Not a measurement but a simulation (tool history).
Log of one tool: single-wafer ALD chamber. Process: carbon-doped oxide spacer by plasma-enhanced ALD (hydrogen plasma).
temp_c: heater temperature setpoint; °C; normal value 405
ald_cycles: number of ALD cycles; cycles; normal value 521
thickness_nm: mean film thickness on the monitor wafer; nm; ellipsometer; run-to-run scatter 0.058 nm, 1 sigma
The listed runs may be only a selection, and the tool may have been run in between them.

run     day  temp_c  ald_cycles  wafers since the last listed run  hours since the last thermocouple change  hours since the gauge calibration  read-back reference wafer on the same gauge, thickness_nm  thickness_nm
  1   0.000     409         543                                 0                                    2429.9                              337.0                                                     27.565        23.867
  2   2.633     409         543                                38                                    2493.1                              400.2                                                     27.507        23.881
  3   4.892     409         543                                33                                    2547.3                              454.4                                                     27.460        23.860
  4   7.050     405         521                                31                                    2599.1                              506.2                                                     27.442        23.122
  5   8.392     405         521                                19                                    2631.3                              538.4                                                     27.423        23.017
  6  10.767     412         521                                34                                    2688.3                              595.4                                                     27.412        22.613
  7  12.204     412         521                                21                                    2722.8                              629.9                                                     27.342        22.472
  8  14.592     405         521                                35                                    2780.1                              687.2                                                     27.317        22.954
     17.521  -- thermocouple changed; heater temperature recalibrated
  9  17.562     397         608                                38                                       1.0                              758.5                                                     27.205        26.946
     19.408  -- gauge calibrated
 10  20.162     417         596                                38                                      63.4                               18.1                                                     27.639        25.619
 11  22.575     412         569                                35                                     121.3                               76.0                                                     27.630        24.778
 12  25.542     396         618                                43                                     192.5                              147.2                                                     27.604        27.826
 13  27.379     396         521                                27                                     236.6                              191.3                                                     27.569        23.541
 14  30.275     394         601                                42                                     306.1                              260.8                                                     27.579        27.075
 15  32.108     405         521                                26                                     350.1                              304.8                                                     27.596        23.160

For some of the steps in thickness_nm from one run to the next: how much would appear even if the tool had no hidden state, given the settings, what came in and random variation, and how much remains for the hidden state plus any gauge scatter that the measured result and the result without hidden state don't share?
Hidden state present: wafer temperature above the value expected at the setpoint (K); gauge reads high (%).
Run 9 -> 10: temp_c 397 -> 417, ald_cycles 608 -> 596, gauge calibrated. thickness_nm -1.327 nm: hidden state +0.391, all else -1.718.
Run 12 -> 13: ald_cycles 618 -> 521. thickness_nm -4.285 nm: hidden state -0.010, all else -4.275.
